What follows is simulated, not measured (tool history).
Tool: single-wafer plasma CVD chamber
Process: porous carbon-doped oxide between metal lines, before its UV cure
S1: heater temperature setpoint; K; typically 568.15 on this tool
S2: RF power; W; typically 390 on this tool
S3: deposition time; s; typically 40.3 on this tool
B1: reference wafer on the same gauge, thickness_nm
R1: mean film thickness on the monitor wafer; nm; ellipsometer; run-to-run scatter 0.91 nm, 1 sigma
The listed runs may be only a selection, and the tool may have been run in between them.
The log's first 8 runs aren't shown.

run	hour	S1	S2	S3	B1	R1
9	422	568.15	390	40.3	214.144	189.089
10	475.3	568.15	390	40.3	213.717	188.452
# hour 500: showerhead replaced, of another model than before
11	542.5	568.15	390	40.3	214.358	187.982
# hour 575.6: RF generator calibrated
12	593.5	568.15	390	40.3	214.112	190.116
13	652.8	568.15	355	40.3	213.777	177.664
14	723.7	568.15	390	40.3	214.291	187.777
15	791	568.15	390	40.3	214.267	186.048
16	854.6	562.15	330	32.7	213.725	140.905
17	938.4	574.15	370	43.2	213.798	183.097
# hour 962.8: thermocouple changed; heater temperature recalibrated
18	982.7	574.15	315	36.2	213.834	142.836
19	1009.2	568.15	390	33	214.069	156.945
20	1033.6	554.15	460	47.5	214.152	272.982
21	1099.2	568.15	390	40.3	214.219	190.372
# hour 1112.6: gauge calibrated
22	1143.3	574.15	320	44.6	213.679	177.98
23	1210.8	578.15	390	40.3	214.055	178.582
24	1256.4	568.15	320	40.3	214.233	167.616
25	1326.5	576.15	435	40.3	214.065	193.134
26	1397.9	568.15	390	40.3	213.944	189.124
27	1466.6	568.15	390	40.3	213.974	186.334
28	1531.2	582.15	390	45.8	214.151	195.918
29	1566.1	582.15	390	40.3	213.78	171.379
30	1629.9	568.15	390	40.3	213.443	188.036
31	1781	568.15	390	33	214.308	152.212
# hour 1890: thermocouple changed; heater temperature recalibrated
32	1907	581.15	390	37.9	214.287	165.075
33	1968.5	568.15	430	43.5	214.359	220.587

Consider 5 possible next runs. They are alternatives, not a sequence: every one starts from the tool as it was left by run 33. What does each give?
A	1968.9	568.15	450	40.3	?	?
B	1968.9	574.15	425	40.3	?	?
C	1968.9	563.15	390	44.7	?	?
D	1968.9	576.15	390	40.3	?	?
E	1968.9	582.15	390	34	?	?

run	B1	R1
A	213.899	211.419
B	213.899	195.737
C	213.899	220.3
D	213.899	182.724
E	213.899	149.175
With the hidden condition removed and each run's random variation left untouched, the same runs would have given:
run	R1
A	211.503
B	195.81
C	220.39
D	182.792
E	149.228

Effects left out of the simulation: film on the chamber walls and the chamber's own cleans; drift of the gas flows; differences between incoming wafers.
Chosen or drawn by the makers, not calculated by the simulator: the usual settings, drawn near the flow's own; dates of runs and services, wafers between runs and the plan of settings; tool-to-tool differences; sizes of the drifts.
